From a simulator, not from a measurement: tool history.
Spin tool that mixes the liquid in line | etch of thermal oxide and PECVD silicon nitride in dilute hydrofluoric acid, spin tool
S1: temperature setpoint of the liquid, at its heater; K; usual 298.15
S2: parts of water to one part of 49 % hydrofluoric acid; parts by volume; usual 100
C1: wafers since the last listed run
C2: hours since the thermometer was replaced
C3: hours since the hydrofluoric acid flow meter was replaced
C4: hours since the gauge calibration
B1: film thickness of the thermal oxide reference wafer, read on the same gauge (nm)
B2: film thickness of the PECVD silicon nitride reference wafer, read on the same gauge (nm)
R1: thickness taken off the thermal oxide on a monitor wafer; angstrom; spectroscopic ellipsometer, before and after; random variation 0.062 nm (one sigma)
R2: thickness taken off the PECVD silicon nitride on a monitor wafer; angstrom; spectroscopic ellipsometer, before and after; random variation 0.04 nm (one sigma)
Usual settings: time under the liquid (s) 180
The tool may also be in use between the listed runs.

{"run": 1, "hour": 0.0, "S1": 298.15, "S2": 125, "time under the liquid (s)": 245, "C1": 0, "C2": 637.8, "C3": 385.9, "C4": 189.0, "B1": 70.07, "B2": 50.018, "R1": 87.1, "R2": 36.4}
{"run": 2, "hour": 31.8, "S1": 298.15, "S2": 100, "time under the liquid (s)": 255, "C1": 143, "C2": 669.6, "C3": 417.7, "C4": 220.8, "B1": 69.99, "B2": 49.994, "R1": 115.6, "R2": 47.31}
{"run": 3, "hour": 66.6, "S1": 298.15, "S2": 100, "time under the liquid (s)": 255, "C1": 156, "C2": 704.4, "C3": 452.5, "C4": 255.6, "B1": 69.99, "B2": 50.022, "R1": 117.1, "R2": 47.59}
{"run": 4, "hour": 96.8, "S1": 298.15, "S2": 100, "time under the liquid (s)": 180, "C1": 135, "C2": 734.6, "C3": 482.7, "C4": 285.8, "B1": 70.04, "B2": 50.032, "R1": 82.1, "R2": 33.64}
{"run": 5, "hour": 117.7, "S1": 298.15, "S2": 100, "time under the liquid (s)": 180, "C1": 93, "C2": 755.5, "C3": 503.6, "C4": 306.7, "B1": 70.01, "B2": 50.003, "R1": 81.8, "R2": 32.59}
{"run": 6, "hour": 144.6, "S1": 298.15, "S2": 100, "time under the liquid (s)": 180, "C1": 120, "C2": 782.4, "C3": 530.5, "C4": 333.6, "B1": 69.98, "B2": 50.016, "R1": 81.3, "R2": 32.89}
{"run": 7, "hour": 171.1, "S1": 298.15, "S2": 100, "time under the liquid (s)": 180, "C1": 119, "C2": 808.9, "C3": 557.0, "C4": 360.1, "B1": 70.02, "B2": 50.019, "R1": 80.8, "R2": 32.24}
{"run": 8, "hour": 188.8, "S1": 298.15, "S2": 100, "time under the liquid (s)": 180, "C1": 79, "C2": 826.6, "C3": 574.7, "C4": 377.8, "B1": 70.07, "B2": 49.996, "R1": 81.5, "R2": 33.32}
{"run": 9, "hour": 223.3, "S1": 298.15, "S2": 100, "time under the liquid (s)": 180, "C1": 155, "C2": 861.1, "C3": 609.2, "C4": 412.3, "B1": 69.97, "B2": 50.015, "R1": 79.7, "R2": 32.01}
{"run": 10, "hour": 251.7, "S1": 298.15, "S2": 100, "time under the liquid (s)": 180, "C1": 127, "C2": 889.5, "C3": 637.6, "C4": 440.7, "B1": 69.99, "B2": 49.988, "R1": 80.6, "R2": 33.15}
{"run": 11, "hour": 270.0, "S1": 298.15, "S2": 100, "time under the liquid (s)": 180, "C1": 82, "C2": 907.8, "C3": 655.9, "C4": 459.0, "B1": 70.01, "B2": 50.005, "R1": 79.8, "R2": 32.44}
{"hour": 305.9, "done": "thermometer replaced"}
{"run": 12, "hour": 356.1, "S1": 295.15, "S2": 100, "time under the liquid (s)": 180, "C1": 382, "C2": 50.2, "C3": 742.0, "C4": 545.1, "B1": 70.02, "B2": 49.955, "R1": 70.1, "R2": 26.75}
{"run": 13, "hour": 374.1, "S1": 298.15, "S2": 100, "time under the liquid (s)": 180, "C1": 80, "C2": 68.2, "C3": 760.0, "C4": 563.1, "B1": 69.99, "B2": 50.008, "R1": 78.3, "R2": 31.77}
{"run": 14, "hour": 396.6, "S1": 296.15, "S2": 65, "time under the liquid (s)": 240, "C1": 101, "C2": 90.7, "C3": 782.5, "C4": 585.6, "B1": 70.06, "B2": 49.973, "R1": 157.1, "R2": 56.89}
{"run": 15, "hour": 412.4, "S1": 298.15, "S2": 100, "time under the liquid (s)": 180, "C1": 71, "C2": 106.5, "C3": 798.3, "C4": 601.4, "B1": 70.01, "B2": 49.982, "R1": 80.1, "R2": 31.81}
{"hour": 416.6, "done": "gauge calibrated"}
{"hour": 427.1, "done": "hydrofluoric acid flow meter replaced"}
{"run": 16, "hour": 441.8, "S1": 298.15, "S2": 100, "time under the liquid (s)": 180, "C1": 127, "C2": 135.9, "C3": 14.7, "C4": 25.2, "B1": 70.0, "B2": 49.998, "R1": 86.5, "R2": 34.63}
{"run": 17, "hour": 467.1, "S1": 298.15, "S2": 75, "time under the liquid (s)": 140, "C1": 113, "C2": 161.2, "C3": 40.0, "C4": 50.5, "B1": 70.0, "B2": 50.013, "R1": 90.9, "R2": 35.38}
{"run": 18, "hour": 488.7, "S1": 300.15, "S2": 130, "time under the liquid (s)": 275, "C1": 97, "C2": 182.8, "C3": 61.6, "C4": 72.1, "B1": 69.95, "B2": 50.005, "R1": 104.3, "R2": 45.4}
{"run": 19, "hour": 515.5, "S1": 298.15, "S2": 135, "time under the liquid (s)": 180, "C1": 120, "C2": 209.6, "C3": 88.4, "C4": 98.9, "B1": 69.99, "B2": 49.986, "R1": 61.0, "R2": 25.44}
{"run": 20, "hour": 533.9, "S1": 298.15, "S2": 100, "time under the liquid (s)": 180, "C1": 82, "C2": 228.0, "C3": 106.8, "C4": 117.3, "B1": 70.01, "B2": 49.956, "R1": 84.7, "R2": 33.77}
{"run": 21, "hour": 565.4, "S1": 295.15, "S2": 135, "time under the liquid (s)": 150, "C1": 141, "C2": 259.5, "C3": 138.3, "C4": 148.8, "B1": 70.04, "B2": 49.997, "R1": 44.6, "R2": 16.98}
{"run": 22, "hour": 599.6, "S1": 298.15, "S2": 100, "time under the liquid (s)": 180, "C1": 153, "C2": 293.7, "C3": 172.5, "C4": 183.0, "B1": 70.02, "B2": 50.003, "R1": 84.1, "R2": 33.99}
{"run": 23, "hour": 634.4, "S1": 295.15, "S2": 85, "time under the liquid (s)": 180, "C1": 156, "C2": 328.5, "C3": 207.3, "C4": 217.8, "B1": 70.01, "B2": 50.038, "R1": 88.7, "R2": 33.13}
{"run": 24, "hour": 664.8, "S1": 300.15, "S2": 100, "time under the liquid (s)": 105, "C1": 136, "C2": 358.9, "C3": 237.7, "C4": 248.2, "B1": 70.04, "B2": 50.017, "R1": 52.7, "R2": 21.99}
{"run": 25, "hour": 706.2, "S1": 298.15, "S2": 100, "time under the liquid (s)": 180, "C1": 186, "C2": 400.3, "C3": 279.1, "C4": 289.6, "B1": 69.95, "B2": 49.977, "R1": 83.2, "R2": 33.43}
{"run": 26, "hour": 719.6, "S1": 294.15, "S2": 145, "time under the liquid (s)": 75, "C1": 60, "C2": 413.7, "C3": 292.5, "C4": 303.0, "B1": 70.01, "B2": 50.012, "R1": 19.3, "R2": 7.49}

Forecast each of these 4 alternatives for the next run:
{"run": "A", "hour": 720.1, "S1": 298.15, "S2": 140, "time under the liquid (s)": 180, "C1": 2, "C2": 414.2, "C3": 293.0, "C4": 303.5, "B1": "?", "B2": "?", "R1": "?", "R2": "?"}
{"run": "B", "hour": 720.1, "S1": 300.15, "S2": 115, "time under the liquid (s)": 230, "C1": 2, "C2": 414.2, "C3": 293.0, "C4": 303.5, "B1": "?", "B2": "?", "R1": "?", "R2": "?"}
{"run": "C", "hour": 720.1, "S1": 293.65, "S2": 100, "time under the liquid (s)": 215, "C1": 2, "C2": 414.2, "C3": 293.0, "C4": 303.5, "B1": "?", "B2": "?", "R1": "?", "R2": "?"}
{"run": "D", "hour": 720.1, "S1": 302.15, "S2": 120, "time under the liquid (s)": 260, "C1": 2, "C2": 414.2, "C3": 293.0, "C4": 303.5, "B1": "?", "B2": "?", "R1": "?", "R2": "?"}

run=A B1=70.01 B2=49.984 R1=57.3 R2=24.38
run=B B1=70.01 B2=49.984 R1=99.3 R2=43.06
run=C B1=70.01 B2=49.984 R1=84.2 R2=30.14
run=D B1=70.01 B2=49.984 R1=115.2 R2=52.93
Without the tool's hidden state the same runs would have given:
run=A R1=59.5 R2=25.18
run=B R1=103.1 R2=44.48
run=C R1=87.3 R2=31.12
run=D R1=119.6 R2=54.68
